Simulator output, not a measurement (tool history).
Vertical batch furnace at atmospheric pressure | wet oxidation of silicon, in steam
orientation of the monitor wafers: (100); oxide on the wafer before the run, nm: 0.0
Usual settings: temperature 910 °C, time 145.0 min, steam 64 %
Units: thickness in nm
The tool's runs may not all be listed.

run    hour  temperature   time  steam  read-back reference wafer on the same gauge, thickness  thickness
  1     0.0          910  145.0     64                                                  290.00     255.90
  2   104.5          910  145.0     64                                                  289.89     255.41
  3   393.8          910  145.0     64                                                  289.86     256.02
  4   435.3          910  145.0     64                                                  290.05     256.31
  5   473.5          910  145.0     64                                                  290.07     255.47
  6   512.3          904   97.5     64                                                  289.90     168.70
  7   809.3          904   97.5     64                                                  290.02     168.30
  8   895.4          916  145.0     64                                                  290.13     273.68
  9   953.4          916  145.0     64                                                  289.91     272.02
     1024.4  -- steam generator serviced
 10  1050.7          910  172.5     64                                                  289.89     295.55
 11  1145.7          910  145.0     64                                                  290.19     256.31
 12  1193.0          910  145.0     64                                                  290.01     255.09
 13  1271.6          910  145.0     64                                                  290.15     255.95
 14  1351.4          910  145.0     64                                                  289.97     255.48
 15  1399.3          920  121.0     71                                                  289.87     267.56
 16  1442.2          920  145.0     70                                                  289.80     305.52
 17  1485.7          886  145.0     59                                                  289.68     173.46
     1518.5  -- thermocouples replaced and temperature profile calibrated
 18  1546.3          910  145.0     64                                                  290.05     255.85
 19  1588.7          923  179.0     75                                                  289.94     390.88
 20  1666.0          910   95.5     64                                                  289.87     179.62
     1668.3  -- gauge calibrated
 21  1768.1          910  145.0     64                                                  289.94     255.47
 22  1815.1          910  145.0     64                                                  289.96     255.73
 23  1912.8          910   74.0     57                                                  290.13     128.96
 24  1971.8          922  198.0     64                                                  290.06     370.33
 25  2054.2          928  126.0     73                                                  290.08     304.38
 26  2137.9          902   86.0     57                                                  289.80     131.97
 27  2217.6          933  145.0     64                                                  290.19     322.41
 28  2315.5          921  167.5     75                                                  289.85     365.20
 29  2399.7          910  145.0     58                                                  290.00     235.09
 30  2505.6          930  145.0     64                                                  289.95     313.06
 31  2567.2          910  145.0     64                                                  290.04     255.26
 32  2812.0          910  145.0     64                                                  289.87     254.89
 33  2892.9          892  110.5     64                                                  290.03     159.18
 34  2946.4          910  145.0     64                                                  290.04     255.41
 35  3054.0          919  100.5     55                                                  289.73     183.01
 36  3150.4          934  145.0     64                                                  290.13     325.23
 37  3226.7          933  213.0     52                                                  289.93     370.34

What the log doesn't show, run by run:
true tube temperature minus thermocouple reading, K: 0 in every run
steam share off its setpoint, % of the setpoint: 0 in every run
gauge reads high (%): 0 in every run

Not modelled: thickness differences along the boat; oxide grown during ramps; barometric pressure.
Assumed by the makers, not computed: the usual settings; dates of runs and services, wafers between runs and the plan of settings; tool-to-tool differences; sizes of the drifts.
